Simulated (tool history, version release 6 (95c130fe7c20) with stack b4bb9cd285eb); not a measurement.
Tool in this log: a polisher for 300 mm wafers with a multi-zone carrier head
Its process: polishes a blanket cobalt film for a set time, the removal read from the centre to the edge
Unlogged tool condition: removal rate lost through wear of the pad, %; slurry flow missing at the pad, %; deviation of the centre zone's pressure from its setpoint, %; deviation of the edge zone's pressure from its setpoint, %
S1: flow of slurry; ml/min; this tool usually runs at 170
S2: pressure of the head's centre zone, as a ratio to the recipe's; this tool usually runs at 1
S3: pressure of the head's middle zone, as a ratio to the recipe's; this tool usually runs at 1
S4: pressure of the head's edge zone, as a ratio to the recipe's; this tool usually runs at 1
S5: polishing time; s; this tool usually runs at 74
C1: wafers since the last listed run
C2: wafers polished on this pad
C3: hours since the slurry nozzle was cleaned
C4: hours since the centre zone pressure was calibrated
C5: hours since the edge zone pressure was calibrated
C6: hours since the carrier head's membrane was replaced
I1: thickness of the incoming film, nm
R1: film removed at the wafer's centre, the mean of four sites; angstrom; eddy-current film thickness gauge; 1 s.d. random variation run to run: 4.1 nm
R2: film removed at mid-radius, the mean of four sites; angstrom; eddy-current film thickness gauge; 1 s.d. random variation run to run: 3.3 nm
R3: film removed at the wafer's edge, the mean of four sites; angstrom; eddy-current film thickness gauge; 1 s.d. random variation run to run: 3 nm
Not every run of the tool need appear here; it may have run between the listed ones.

run	hour	S1	S2	S3	S4	S5	C1	C2	C3	C4	C5	C6	I1	R1	R2	R3
1	0	170	1	1	1	74	0	400	443.1	205.6	249.6	1575.6	1056.7	2891	2901	2966
2	10.5	170	1	1	1	74	102	502	453.6	216.1	260.1	1586.1	1058.8	2990	2930	2995
3	27.9	170	1.03	1	1	74	169	672	471	233.5	277.5	1603.5	1077.1	3044	2894	3024
# hour 32.9: worn pad replaced by a new one
4	41.7	170	1.03	1	1	74	95	86	484.8	247.3	291.3	1617.3	1056.7	3054	2900	3003
# hour 64.2: slurry nozzle cleaned
5	89.7	170	1.03	1	1	74	458	544	25.5	295.3	339.3	1665.3	1052.8	3098	2938	2989
6	100.3	170	1.07	1.02	1	74	103	647	36.1	305.9	349.9	1675.9	1077.9	3119	2973	2949
# hour 103.8: centre zone pressure recalibrated
# hour 105: worn pad replaced by a new one
7	108.6	170	1.07	1.02	1	74	49	34	44.4	4.8	358.2	1684.2	1060.9	3169	2911	2970
8	117.4	170	1.07	1.02	1	74	85	120	53.2	13.6	367	1693	1064.6	3093	2936	2931
9	132.2	190	1	1	1	74	144	265	68	28.4	381.8	1707.8	1069.1	2965	2972	3036
# hour 143.9: carrier head's membrane replaced by a new one
10	144.4	135	1	1	1	74	70	335	80.2	40.6	394	0.5	1066.6	2820	2767	2922
11	154.8	170	1	1	1	74	101	436	90.6	51	404.4	10.9	1053.9	2988	2894	2974
12	163.2	170	1	1	1.09	74	81	518	99	59.4	412.8	19.3	1057.5	2995	2909	3088
13	174.7	200	1	1.1	1	58	112	630	110.5	70.9	424.3	30.8	1057	2452	2536	2408
# hour 189.5: worn pad replaced by a new one
14	190	155	0.91	1	1	74	110	4	125.8	86.2	439.6	46.1	1060.1	2658	2848	2947
15	200.5	170	1	1	1.11	74	102	106	136.3	96.7	450.1	56.6	1062.1	2954	2943	3142
16	210.3	225	1	1	1	74	95	202	146.1	106.5	459.9	66.4	1073.8	3105	3076	3087
# hour 213.6: edge zone pressure recalibrated
17	224.6	115	1	0.91	1.12	66	119	322	160.4	120.8	11	80.7	1074.3	2441	2193	2643
18	234.8	170	1.05	1	1.04	74	99	421	170.6	131	21.2	90.9	1063.2	3139	2925	3103
19	250.1	170	1	1	1.06	74	149	571	185.9	146.3	36.5	106.2	1067.7	2978	2930	3072
20	258.8	115	1.09	1.12	1	95	84	656	194.6	155	45.2	114.9	1059.5	3785	3687	3578
# hour 268.5: worn pad replaced by a new one
21	269.2	170	1	1	1	74	62	6	205	165.4	55.6	125.3	1049.8	2927	2919	3013
22	279.1	125	1.08	0.94	1	57	96	103	214.9	175.3	65.5	135.2	1060.1	2263	1992	2207

Branching from run 22: 4 alternative next runs. What would each branch give?
A	279.6	170	1	1	1	74	4	108	215.4	175.8	66	135.7	1055.3	?	?	?
B	279.6	170	1.12	1	1	63	4	108	215.4	175.8	66	135.7	1055.3	?	?	?
C	279.6	190	0.96	0.92	0.91	74	4	108	215.4	175.8	66	135.7	1055.3	?	?	?
D	279.6	170	1	1	0.92	74	4	108	215.4	175.8	66	135.7	1055.3	?	?	?

run	R1	R2	R3
A	2984	2964	3000
B	2847	2522	2554
C	2925	2851	2913
D	2984	2964	2884
What these runs would have given with no unlogged condition in the tool:
run	R1	R2	R3
A	2984	2964	3000
B	2847	2522	2554
C	2925	2851	2913
D	2984	2964	2884

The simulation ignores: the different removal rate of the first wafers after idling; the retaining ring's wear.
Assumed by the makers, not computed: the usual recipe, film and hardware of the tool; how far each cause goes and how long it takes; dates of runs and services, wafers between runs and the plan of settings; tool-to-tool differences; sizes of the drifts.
